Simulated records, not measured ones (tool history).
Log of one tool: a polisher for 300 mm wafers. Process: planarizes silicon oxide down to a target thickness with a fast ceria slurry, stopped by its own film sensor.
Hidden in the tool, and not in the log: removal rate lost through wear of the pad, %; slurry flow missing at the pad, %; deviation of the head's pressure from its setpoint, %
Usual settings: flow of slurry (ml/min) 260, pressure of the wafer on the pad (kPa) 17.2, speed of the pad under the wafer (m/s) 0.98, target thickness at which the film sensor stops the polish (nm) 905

run	hour	flow of slurry (ml/min)	pressure of the wafer on the pad (kPa)	speed of the pad under the wafer (m/s)	target thickness at which the film sensor stops the polish (nm)	wafers since the last listed run	wafers polished on this pad	hours since the slurry nozzle was cleaned	hours since the head pressure was calibrated	incoming thickness of the incoming film, nm	time until the film sensor stopped the polish (s)
1	0	260	17.2	0.98	905	0	2347	183.9	41.1	1667.4	75.7
2	99.8	260	17.2	0.98	905	807	3155	283.7	140.9	1656.6	75.3
3	179.5	260	17.2	0.98	905	644	3800	363.4	220.6	1664.5	77.2
4	235.8	260	17.2	0.98	905	455	4255	419.7	276.9	1678.3	78.7
5	281.5	325	17.2	0.98	905	369	4625	465.4	322.6	1680.5	80.6
# hour 344.1: worn pad replaced by a new one
6	383.2	325	17.2	0.98	905	790	316	567.1	424.3	1680.3	72.6
7	431.9	325	17.2	0.98	905	394	710	615.8	473	1671.2	72.8
8	489.6	260	17.2	0.98	905	466	1177	673.5	530.7	1650.6	72.6
9	550.4	260	17.2	0.98	905	491	1669	734.3	591.5	1674.4	76.3
# hour 587.6: slurry nozzle cleaned
10	600	260	17.2	0.98	905	393	2062	12.4	641.1	1652.8	72.2
# hour 614.2: head pressure recalibrated
11	827.3	260	17.2	0.98	905	1822	3885	239.7	213.1	1665.2	78.8
12	908.7	260	17.2	0.98	767	658	4543	321.1	294.5	1660.2	92.8
13	962.6	260	17.2	0.98	767	436	4979	375	348.4	1651.8	95.5
# hour 1017.3: worn pad replaced by a new one
14	1070.2	260	20.7	1.06	905	838	427	482.6	456	1659	57.8
15	1107.6	260	20.7	1.06	905	302	730	520	493.4	1666.5	57.6
16	1157.6	260	17.2	0.98	905	404	1135	570	543.4	1689.9	74.8
# hour 1231.5: slurry nozzle cleaned
# hour 1256.2: head pressure recalibrated
17	1346.2	260	17.2	0.98	905	1501	2636	114.7	90	1662.3	74.3
18	1427.7	260	23.4	1.14	905	659	3296	196.2	171.5	1681	54.1
19	1496.1	210	22.8	0.72	905	553	3849	264.6	239.9	1666	88
20	1582.4	260	12.4	0.7	1081	698	4547	350.9	326.2	1668.9	101.6
# hour 1633.7: worn pad replaced by a new one
21	1675.5	260	14.5	0.72	708	720	338	444	419.3	1651.5	129.5
22	1764.6	220	17.2	0.98	830	720	1059	533.1	508.4	1670.4	82.6
# hour 1823.2: head pressure recalibrated
23	1844.7	260	13.8	0.78	1093	631	1691	613.2	21.5	1660.3	78.3
# hour 1885.3: slurry nozzle cleaned
24	1925.8	285	17.2	0.98	751	648	2339	40.5	102.6	1669.9	91.2
25	2032.9	200	11	0.98	1070	866	3205	147.6	209.7	1671.9	78.6
26	2113	260	17.2	0.98	905	648	3853	227.7	289.8	1658.8	78.7
27	2167.8	260	17.2	0.98	905	443	4297	282.5	344.6	1699.3	78.4
28	2254.6	335	17.2	0.98	804	702	4999	369.3	431.4	1672.3	91.4
# hour 2313.4: worn pad replaced by a new one
29	2332.6	260	13.8	0.78	1093	598	155	447.3	509.4	1655.1	75
# hour 2437.2: head pressure recalibrated
30	2437.7	305	17.2	0.98	905	834	989	552.4	0.5	1635.6	66.9
31	2487.2	260	17.2	0.98	905	400	1389	601.9	50	1683	71.5
32	2558.1	260	13.8	0.78	1093	573	1963	672.8	120.9	1644.9	77.7
33	2628	330	17.2	0.98	905	565	2528	742.7	190.8	1703.1	74.1
# hour 2652.7: slurry nozzle cleaned
34	2677.2	325	17.2	0.98	905	389	2918	24.5	240	1699.9	76.9
35	2770.2	325	17.2	0.98	905	752	3671	117.5	333	1643.8	72.3
# hour 2946.7: worn pad replaced by a new one
36	3034	260	17.2	0.98	777	2101	706	381.3	596.8	1704.1	84.8

The same runs without the tool's hidden state, with the same run-to-run variation:
run	time until the film sensor stopped the polish (s)
1	70.8
2	69
3	69.6
4	70.1
5	71.1
6	70.3
7	69.9
8	68.8
9	71.5
10	66.9
11	69.7
12	80.5
13	81.9
14	56.4
15	55.7
16	71.7
17	68.5
18	49.1
19	78.7
20	89.1
21	126.3
22	79.1
23	73.8
24	84.6
25	71.2
26	70.1
27	69
28	78.9
29	74.2
30	64.8
31	68.6
32	73.5
33	69.1
34	70.9
35	65.4
36	83.1

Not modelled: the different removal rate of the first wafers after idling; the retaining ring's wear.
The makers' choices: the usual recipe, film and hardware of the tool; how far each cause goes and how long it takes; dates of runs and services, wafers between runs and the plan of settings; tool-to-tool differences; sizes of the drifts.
